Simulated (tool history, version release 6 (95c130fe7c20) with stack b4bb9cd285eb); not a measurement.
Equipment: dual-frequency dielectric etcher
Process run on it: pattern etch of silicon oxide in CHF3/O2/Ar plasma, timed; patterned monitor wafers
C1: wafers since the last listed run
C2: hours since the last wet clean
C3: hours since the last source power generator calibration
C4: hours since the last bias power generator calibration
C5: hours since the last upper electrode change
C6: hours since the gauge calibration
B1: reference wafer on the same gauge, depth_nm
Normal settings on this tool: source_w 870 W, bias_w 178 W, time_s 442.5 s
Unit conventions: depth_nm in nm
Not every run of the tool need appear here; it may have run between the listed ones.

Run 1, hour 0.0: usual settings; C1 0; C2 292.0; C3 1843.7; C4 2854.4; C5 4933.8; C6 939.9; B1 959.0. Result: depth_nm 1107.3 nm.
Run 2, hour 51.1: usual settings; C1 169; C2 343.1; C3 1894.8; C4 2905.5; C5 4984.9; C6 991.0; B1 958.1. Result: depth_nm 1127.1 nm.
Run 3, hour 79.6: usual settings; C1 94; C2 371.6; C3 1923.3; C4 2934.0; C5 5013.4; C6 1019.5; B1 961.5. Result: depth_nm 1124.0 nm.
At hour 115.8: wet clean of the chamber.
Run 4, hour 122.9: usual settings; C1 63; C2 7.1; C3 1966.6; C4 2977.3; C5 5056.7; C6 1062.8; B1 959.9. Result: depth_nm 1066.6 nm.
At hour 145.8: bias power generator calibrated.
At hour 172.5: upper electrode replaced.
Run 5, hour 173.0: usual settings but bias_w 145 W; C1 73; C2 57.2; C3 2016.7; C4 27.2; C5 0.5; C6 1112.9; B1 960.9. Result: depth_nm 1009.1 nm.
Run 6, hour 206.7: usual settings but bias_w 145 W; C1 111; C2 90.9; C3 2050.4; C4 60.9; C5 34.2; C6 1146.6; B1 956.8. Result: depth_nm 997.8 nm.
Run 7, hour 266.1: usual settings but bias_w 145 W; C1 196; C2 150.3; C3 2109.8; C4 120.3; C5 93.6; C6 1206.0; B1 957.4. Result: depth_nm 1010.3 nm.
Run 8, hour 297.7: usual settings but source_w 1020 W, time_s 519.0 s; C1 104; C2 181.9; C3 2141.4; C4 151.9; C5 125.2; C6 1237.6; B1 957.7. Result: depth_nm 1369.6 nm.
Run 9, hour 326.8: usual settings but source_w 1020 W, time_s 519.0 s; C1 96; C2 211.0; C3 2170.5; C4 181.0; C5 154.3; C6 1266.7; B1 956.5. Result: depth_nm 1381.5 nm.
Run 10, hour 380.3: usual settings but source_w 1020 W, time_s 519.0 s; C1 177; C2 264.5; C3 2224.0; C4 234.5; C5 207.8; C6 1320.2; B1 962.4. Result: depth_nm 1388.7 nm.
At hour 433.0: wet clean of the chamber.
Run 11, hour 433.6: usual settings but source_w 670 W, bias_w 213 W; C1 97; C2 0.6; C3 2277.3; C4 287.8; C5 261.1; C6 1373.5; B1 962.4. Result: depth_nm 1034.8 nm.
At hour 487.5: source power generator calibrated.
Run 12, hour 488.3: usual settings but source_w 1050 W, bias_w 221 W, time_s 521.5 s; C1 168; C2 55.3; C3 0.8; C4 342.5; C5 315.8; C6 1428.2; B1 958.1. Result: depth_nm 1500.1 nm.
Run 13, hour 520.2: usual settings but source_w 660 W, bias_w 143 W, time_s 524.5 s; C1 105; C2 87.2; C3 32.7; C4 374.4; C5 347.7; C6 1460.1; B1 963.2. Result: depth_nm 1051.0 nm.
Run 14, hour 578.1: usual settings but bias_w 218 W, time_s 534.0 s; C1 191; C2 145.1; C3 90.6; C4 432.3; C5 405.6; C6 1518.0; B1 962.2. Result: depth_nm 1425.6 nm.
Run 15, hour 607.6: usual settings but source_w 700 W, time_s 522.5 s; C1 97; C2 174.6; C3 120.1; C4 461.8; C5 435.1; C6 1547.5; B1 960.8. Result: depth_nm 1187.5 nm.
Run 16, hour 660.8: usual settings but source_w 670 W, bias_w 213 W; C1 176; C2 227.8; C3 173.3; C4 515.0; C5 488.3; C6 1600.7; B1 959.5. Result: depth_nm 1055.3 nm.
Run 17, hour 716.4: usual settings but bias_w 216 W; C1 184; C2 283.4; C3 228.9; C4 570.6; C5 543.9; C6 1656.3; B1 961.9. Result: depth_nm 1201.5 nm.
At hour 795.2: wet clean of the chamber.
Run 18, hour 809.8: usual settings; C1 230; C2 14.6; C3 322.3; C4 664.0; C5 637.3; C6 1749.7; B1 962.5. Result: depth_nm 1055.9 nm.
Run 19, hour 872.9: usual settings; C1 209; C2 77.7; C3 385.4; C4 727.1; C5 700.4; C6 1812.8; B1 959.7. Result: depth_nm 1062.9 nm.
At hour 907.7: gauge calibrated.
Run 20, hour 932.8: usual settings but bias_w 204 W; C1 198; C2 137.6; C3 445.3; C4 787.0; C5 760.3; C6 25.1; B1 958.6. Result: depth_nm 1143.2 nm.
Run 21, hour 1003.4: usual settings; C1 233; C2 208.2; C3 515.9; C4 857.6; C5 830.9; C6 95.7; B1 958.9. Result: depth_nm 1098.1 nm.
Run 22, hour 1034.5: usual settings but source_w 730 W, bias_w 160 W, time_s 360.5 s; C1 103; C2 239.3; C3 547.0; C4 888.7; C5 862.0; C6 126.8; B1 957.8. Result: depth_nm 805.2 nm.
Run 23, hour 1078.0: usual settings; C1 144; C2 282.8; C3 590.5; C4 932.2; C5 905.5; C6 170.3; B1 960.3. Result: depth_nm 1110.2 nm.
Run 24, hour 1125.0: usual settings but source_w 1070 W, bias_w 199 W, time_s 519.5 s; C1 155; C2 329.8; C3 637.5; C4 979.2; C5 952.5; C6 217.3; B1 960.5. Result: depth_nm 1496.6 nm.
At hour 1158.2: wet clean of the chamber.
Run 25, hour 1159.6: usual settings but source_w 800 W, bias_w 193 W; C1 35; C2 1.4; C3 672.1; C4 1013.8; C5 987.1; C6 251.9; B1 962.0. Result: depth_nm 1072.8 nm.
Run 26, hour 1220.3: usual settings; C1 201; C2 62.1; C3 732.8; C4 1074.5; C5 1047.8; C6 312.6; B1 958.2. Result: depth_nm 1077.8 nm.
Run 27, hour 1319.6: usual settings; C1 329; C2 161.4; C3 832.1; C4 1173.8; C5 1147.1; C6 411.9; B1 958.1. Result: depth_nm 1104.3 nm.
Run 28, hour 1371.7: usual settings but source_w 1030 W, bias_w 218 W, time_s 334.0 s; C1 172; C2 213.5; C3 884.2; C4 1225.9; C5 1199.2; C6 464.0; B1 959.9. Result: depth_nm 961.7 nm.

Hidden state or all else? Some run-to-run changes of depth_nm, split into what the settings, what came in and random variation would give without the hidden state, and what is left for the hidden state (with any gauge scatter that isn't in both results):
Hidden state at play: etch rate over this chamber's usual, %; source power that arrives over what is set, %; bias power that arrives over what is set, %; gauge reads high (%).
Run 3 -> 4: wet clean of the chamber. depth_nm -57.4 nm: hidden state -64.6, all else +7.2.
Run 11 -> 12: source_w 670 -> 1050, bias_w 213 -> 221, time_s 442.5 -> 521.5, source power generator calibrated. depth_nm +465.3 nm: hidden state +15.1, all else +450.2.
Run 12 -> 13: source_w 1050 -> 660, bias_w 221 -> 143, time_s 521.5 -> 524.5. depth_nm -449.1 nm: hidden state -1.8, all else -447.3.
Run 17 -> 18: bias_w 216 -> 178, wet clean of the chamber. depth_nm -145.6 nm: hidden state -61.7, all else -83.9.
